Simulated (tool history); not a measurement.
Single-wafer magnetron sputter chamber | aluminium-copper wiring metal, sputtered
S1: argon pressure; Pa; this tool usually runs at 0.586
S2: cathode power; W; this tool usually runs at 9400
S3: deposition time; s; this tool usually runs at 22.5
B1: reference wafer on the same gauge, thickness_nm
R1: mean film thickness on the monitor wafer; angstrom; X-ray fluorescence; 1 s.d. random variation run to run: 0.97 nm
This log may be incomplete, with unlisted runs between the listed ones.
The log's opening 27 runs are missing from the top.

At hour 308.3: gauge calibrated.
At hour 313: capacitance manometer re-zeroed and calibrated.
Run 28, hour 316.9: usual settings; B1 352.186. Result: R1 3387.78 angstrom.
Run 29, hour 328.9: usual settings but S1 0.693 Pa, S2 10100 W, S3 26.6 s; B1 352.135. Result: R1 4028.09 angstrom.
Run 30, hour 337: usual settings but S1 0.796 Pa, S2 10300 W, S3 18 s; B1 351.9. Result: R1 2612.57 angstrom.
Run 31, hour 344.3: usual settings but S1 0.688 Pa, S3 26.5 s; B1 351.882. Result: R1 3729.29 angstrom.
Run 32, hour 359.1: usual settings but S1 0.496 Pa, S2 11550 W, S3 26.7 s; B1 352.022. Result: R1 5174.47 angstrom.
Run 33, hour 370.8: usual settings but S2 10350 W, S3 20.4 s; B1 352.26. Result: R1 3369.99 angstrom.
Run 34, hour 379: usual settings but S2 7100 W, S3 25 s; B1 351.778. Result: R1 2882.03 angstrom.
Run 35, hour 391: usual settings but S1 0.412 Pa, S2 7200 W, S3 18.6 s; B1 351.842. Result: R1 2425.74 angstrom.
Run 36, hour 407.9: usual settings; B1 352.204. Result: R1 3395.05 angstrom.

Alternative continuations, all from the tool just after run 36; predict every row:
Run A, hour 408.3: usual settings; B1 ?. Result: R1 ?.
Run B, hour 408.3: usual settings but S2 11350 W; B1 ?. Result: R1 ?.
Run C, hour 408.3: usual settings but S2 10300 W; B1 ?. Result: R1 ?.

run       B1       R1
  A  351.884  3386.25
  B  351.884  4062.63
  C  351.884  3698.42
What these runs would have given with no unlogged condition in the tool:
run       R1
  A  3386.25
  B  4062.63
  C  3698.42
